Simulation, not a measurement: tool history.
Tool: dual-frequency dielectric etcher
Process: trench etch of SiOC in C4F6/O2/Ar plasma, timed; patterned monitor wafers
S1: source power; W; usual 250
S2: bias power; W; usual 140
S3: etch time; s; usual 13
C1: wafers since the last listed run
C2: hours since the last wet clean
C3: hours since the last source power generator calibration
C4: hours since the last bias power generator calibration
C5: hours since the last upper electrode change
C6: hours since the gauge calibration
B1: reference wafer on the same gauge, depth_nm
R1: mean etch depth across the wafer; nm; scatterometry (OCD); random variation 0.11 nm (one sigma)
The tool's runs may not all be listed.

run   hour   S1   S2    S3    C1     C2      C3      C4      C5     C6     B1     R1
  1      0  250  140    13     0  234.2  1610.7  3575.6  3100.8   52.6   16.9  18.61
  2   29.5  250  140    13   464  263.7  1640.2  3605.1  3130.3   82.1  16.89  18.47
  3   84.9  280  152    13   872  319.1  1695.6  3660.5  3185.7  137.5  16.92  19.84
  4  115.6  280  152    13   483  349.8  1726.3  3691.2  3216.4  168.2  16.88  19.77
     154.2  -- wet clean of the chamber
  5  154.7  250  117    13   237    0.5  1765.4  3730.3  3255.5  207.3  16.92   18.1
  6  176.6  250  140    13   344   22.4  1787.3  3752.2  3277.4  229.2  16.91  19.05
  7    202  250  140    13   400   47.8  1812.7  3777.6  3302.8  254.6  16.89  18.73
  8  236.5  250  140    13   543   82.3  1847.2  3812.1  3337.3  289.1  16.89  18.91
  9  266.9  250  140    13   478  112.7  1877.6  3842.5  3367.7  319.5  16.89  18.74
 10  292.2  280  150  14.5   398    138  1902.9  3867.8    3393  344.8   16.9  22.44
 11  397.8  250  140    13  1663  243.6  2008.5  3973.4  3498.6  450.4   16.9  18.34
 12  453.2  250  140  16.5   872    299  2063.9  4028.8    3554  505.8  16.89  23.02
 13  501.5  200  140  10.5   760  347.3  2112.2  4077.1  3602.3  554.1  16.88     13
 14  556.4  280  152    13   864  402.2  2167.1    4132  3657.2    609  16.89  19.45
       565  -- bias power generator calibrated
     583.1  -- gauge calibrated
       585  -- wet clean of the chamber
     605.1  -- source power generator calibrated
 15  628.2  280  117    10   690   43.2    23.1    63.2    3729   45.1   16.9  14.61
     668.8  -- upper electrode replaced
 16  696.9  200  127  11.5   704  111.9    91.8   131.9    28.1  113.8  16.88   14.3
 17  758.6  250  140    13   971  173.6   153.5   193.6    89.8  175.5  16.93  18.87

The next listed run, before its measurement:
 18  812.4  280  140  13  847  227.4  207.3  247.4  143.6  229.3   ?   ?

B1: 16.87
R1: 19.63 nm
Without the tool's hidden state the same run would have given R1 20.26 nm.
